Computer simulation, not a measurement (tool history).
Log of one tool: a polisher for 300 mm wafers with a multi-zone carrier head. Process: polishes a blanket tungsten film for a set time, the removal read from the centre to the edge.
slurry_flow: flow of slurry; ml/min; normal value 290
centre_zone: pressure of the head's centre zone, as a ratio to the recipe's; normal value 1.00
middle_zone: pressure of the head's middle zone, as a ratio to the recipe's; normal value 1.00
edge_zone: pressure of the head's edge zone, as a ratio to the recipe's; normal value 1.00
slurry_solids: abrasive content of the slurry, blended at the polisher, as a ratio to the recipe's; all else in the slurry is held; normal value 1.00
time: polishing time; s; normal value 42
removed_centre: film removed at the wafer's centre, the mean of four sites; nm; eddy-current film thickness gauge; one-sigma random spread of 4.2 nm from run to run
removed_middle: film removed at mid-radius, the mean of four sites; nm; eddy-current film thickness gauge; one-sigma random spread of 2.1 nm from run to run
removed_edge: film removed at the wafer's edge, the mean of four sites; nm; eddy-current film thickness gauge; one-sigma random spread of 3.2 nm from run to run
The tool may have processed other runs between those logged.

run,day,slurry_flow,centre_zone,middle_zone,edge_zone,slurry_solids,time,wafers since the last listed run,wafers polished on this pad,hours since the slurry nozzle was cleaned,hours since the centre zone pressure was calibrated,hours since the edge zone pressure was calibrated,hours since the carrier head's membrane was replaced,"incoming thickness of the incoming film, nm",removed_centre,removed_middle,removed_edge
1,0.000,290,1.00,0.94,1.09,1.00,42,0,5155,6.4,79.1,205.9,188.7,687.8,296.6,272.9,311.7
2,2.158,290,1.00,1.00,1.00,1.00,42,691,5846,58.2,130.9,257.7,240.5,690.8,292.3,288.8,294.7
# day 3.746: worn pad replaced by a new one
3,4.988,290,1.00,1.00,1.07,1.15,42,852,397,126.1,198.8,325.6,308.4,697.6,310.1,301.8,322.2
4,6.412,235,1.00,1.00,0.95,1.00,46,456,854,160.3,233.0,359.8,342.6,685.3,326.2,310.7,312.6
5,8.888,290,1.00,1.00,1.00,1.00,42,792,1646,219.7,292.4,419.2,402.0,698.1,290.5,287.9,287.2
6,11.833,290,1.00,0.92,0.89,1.00,42,943,2590,290.4,363.1,489.9,472.7,704.2,288.5,269.2,278.2
# day 12.771: edge zone pressure recalibrated
7,14.488,375,1.00,1.00,1.00,1.00,42,823,3413,354.1,426.8,41.2,536.4,687.3,303.5,289.0,295.3
8,15.808,290,1.11,1.00,1.00,0.85,42,422,3836,385.8,458.5,72.9,568.1,691.0,301.8,266.3,278.3
9,17.229,290,1.00,1.00,1.00,1.10,42,455,4291,419.9,492.6,107.0,602.2,689.9,306.5,299.4,311.3
10,19.204,290,1.07,1.00,1.03,0.85,42,632,4924,467.3,540.0,154.4,649.6,701.1,290.4,267.3,283.5
11,22.121,335,1.12,1.00,0.94,1.15,42,934,5858,537.3,610.0,224.4,719.6,691.9,349.2,301.1,303.8
# day 23.050: worn pad replaced by a new one
# day 23.446: centre zone pressure recalibrated
12,24.033,290,1.08,1.00,0.90,1.00,42,532,287,583.2,14.1,270.3,765.5,690.1,315.9,289.2,278.6
13,27.012,290,1.10,1.00,1.00,1.00,42,954,1241,654.7,85.6,341.8,837.0,701.3,316.4,287.7,293.7
# day 27.208: slurry nozzle cleaned
14,29.929,325,0.93,1.00,1.00,1.00,42,920,2162,65.3,155.6,411.8,907.0,679.2,269.6,287.1,297.0

What does the tool deliver on the next run?
15,32.842,290,1.00,1.00,1.00,1.25,49,932,3095,135.2,225.5,481.7,976.9,685.9,?,?,?

removed_centre: 369.9 nm
removed_middle: 359.0 nm
removed_edge: 374.2 nm
The same run, on a tool lacking any hidden state, would have yielded removed_centre 369.9 nm, removed_middle 359.0 nm, removed_edge 374.2 nm.
